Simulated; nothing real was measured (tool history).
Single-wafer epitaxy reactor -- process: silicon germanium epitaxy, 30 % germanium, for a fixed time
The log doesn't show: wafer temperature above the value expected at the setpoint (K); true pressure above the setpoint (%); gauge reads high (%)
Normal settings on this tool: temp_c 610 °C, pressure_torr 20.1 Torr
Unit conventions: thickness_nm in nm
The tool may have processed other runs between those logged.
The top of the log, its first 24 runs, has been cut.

run,hour,temp_c,pressure_torr,wafers since the last listed run,hours since the last pyrometer calibration,hours since the last manometer calibration,hours since the showerhead was replaced,hours since the gauge calibration,"read-back reference wafer on the same gauge, thickness_nm",thickness_nm
25,2159.2,610,20.1,1432,815.5,665.9,1089.1,1015.0,60.881,69.158
26,2249.1,610,22.4,1371,905.4,755.8,1179.0,1104.9,60.919,72.751
27,2329.8,614,21.9,1231,986.1,836.5,1259.7,1185.6,60.899,76.497
28,2417.6,621,20.1,1339,1073.9,924.3,1347.5,1273.4,60.883,81.254
29,2478.0,623,18.2,921,1134.3,984.7,1407.9,1333.8,60.774,80.364
30,2531.0,621,22.4,808,1187.3,1037.7,1460.9,1386.8,60.851,85.699
31,2573.7,610,20.1,651,1230.0,1080.4,1503.6,1429.5,60.904,69.053
32,2664.0,595,24.0,1377,1320.3,1170.7,1593.9,1519.8,60.894,59.702

5 ways to go on from here, each from the tool as it stands after run 32. What would each give?
A,2664.4,622,20.1,6,1320.7,1171.1,1594.3,1520.2,?,?
B,2664.4,606,23.8,6,1320.7,1171.1,1594.3,1520.2,?,?
C,2664.4,595,24.6,6,1320.7,1171.1,1594.3,1520.2,?,?
D,2664.4,620,16.5,6,1320.7,1171.1,1594.3,1520.2,?,?
E,2664.4,621,24.0,6,1320.7,1171.1,1594.3,1520.2,?,?

run,"read-back reference wafer on the same gauge, thickness_nm",thickness_nm
A,60.808,82.847
B,60.808,70.296
C,60.808,59.908
D,60.808,72.334
E,60.808,89.202
With no hidden state in the tool, these same runs would have given:
run,thickness_nm
A,80.862
B,68.612
C,58.472
D,70.601
E,87.064
